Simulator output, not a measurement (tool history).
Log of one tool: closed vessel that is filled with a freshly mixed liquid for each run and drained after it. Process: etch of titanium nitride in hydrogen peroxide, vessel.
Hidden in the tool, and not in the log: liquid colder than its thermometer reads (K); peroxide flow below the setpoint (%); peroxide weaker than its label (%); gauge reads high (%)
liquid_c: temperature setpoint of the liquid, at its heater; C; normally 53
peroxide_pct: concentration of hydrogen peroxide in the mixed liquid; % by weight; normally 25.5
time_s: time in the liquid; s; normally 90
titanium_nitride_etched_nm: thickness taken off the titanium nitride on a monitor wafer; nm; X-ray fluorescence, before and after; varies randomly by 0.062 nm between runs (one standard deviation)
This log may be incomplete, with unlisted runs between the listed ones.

run	day	liquid_c	peroxide_pct	time_s	wafers since the last listed run	hours since the thermometer was replaced	hours since the peroxide flow meter was replaced	hours since the drum of peroxide was connected	hours since the gauge calibration	read-back film thickness of the titanium nitride reference wafer, read on the same gauge (nm)	titanium_nitride_etched_nm
1	0	53	25.5	90	0	2573.2	664	1201.9	44.9	40.02	9.82
2	0.346	53	25.5	90	982	2581.5	672.3	1210.2	53.2	39.94	9.84
3	1.038	53	25.5	90	1964	2598.1	688.9	1226.8	69.8	40.01	9.73
4	1.688	53	25.5	90	1846	2613.7	704.5	1242.4	85.4	40.01	9.77
5	2.2	53	25.5	90	1455	2626	716.8	1254.7	97.7	40.06	9.67
6	2.488	53	25.5	90	816	2632.9	723.7	1261.6	104.6	40.01	9.72
7	3.1	53	25.5	90	1740	2647.6	738.4	1276.3	119.3	39.98	9.74
8	3.471	53	25.5	90	1053	2656.5	747.3	1285.2	128.2	40.02	9.81
9	3.996	53	21.5	90	1491	2669.1	759.9	1297.8	140.8	40.01	9.27
10	4.55	53	21.5	90	1574	2682.4	773.2	1311.1	154.1	39.99	9.35
# day 4.671: peroxide flow meter replaced
11	5.162	53	21.5	90	1621	2697.1	11.8	1325.8	168.8	40	9.35
12	5.912	53	25.5	90	2130	2715.1	29.8	1343.8	186.8	40.01	9.86
13	6.271	53	25.5	90	1017	2723.7	38.4	1352.4	195.4	40.06	9.77
# day 6.325: new drum of peroxide connected
14	6.942	53	25.5	90	1787	2739.8	54.5	14.8	211.5	40.02	9.76
15	7.446	61.5	19	115	1432	2751.9	66.6	26.9	223.6	40	20.9
# day 8.879: gauge calibrated
16	8.954	53	21.5	90	4284	2788.1	102.8	63.1	1.8	39.99	9.4
17	9.321	53	25.5	90	1041	2796.9	111.6	71.9	10.6	39.94	9.79
# day 10.229: thermometer replaced
18	10.554	61.5	28.5	145	3385	7.8	141.2	101.5	40.2	39.98	28.51
19	11.162	57.5	28	90	1728	22.4	155.8	116.1	54.8	39.96	13.5
20	11.429	48.5	25.5	105	757	28.8	162.2	122.5	61.2	40.01	8.15
21	12.142	48	28.5	70	2024	45.9	179.3	139.6	78.3	40.01	5.44
22	12.758	58	20.5	45	1751	60.7	194.1	154.4	93.1	40.06	6.57
23	13.204	53	19.5	115	1266	71.4	204.8	165.1	103.8	40	11.75
24	13.662	62.5	19.5	90	1302	82.4	215.8	176.1	114.8	39.97	17.49
25	14.058	53	25.5	90	1124	91.9	225.3	185.6	124.3	39.97	9.74

Exercise: give the hidden state of the tool at every run:
liquid colder than its thermometer reads (K): 0 on each run
peroxide flow below the setpoint (%): 0 on each run
peroxide weaker than its label (%): 0 on each run
gauge reads high (%): 0 on each run
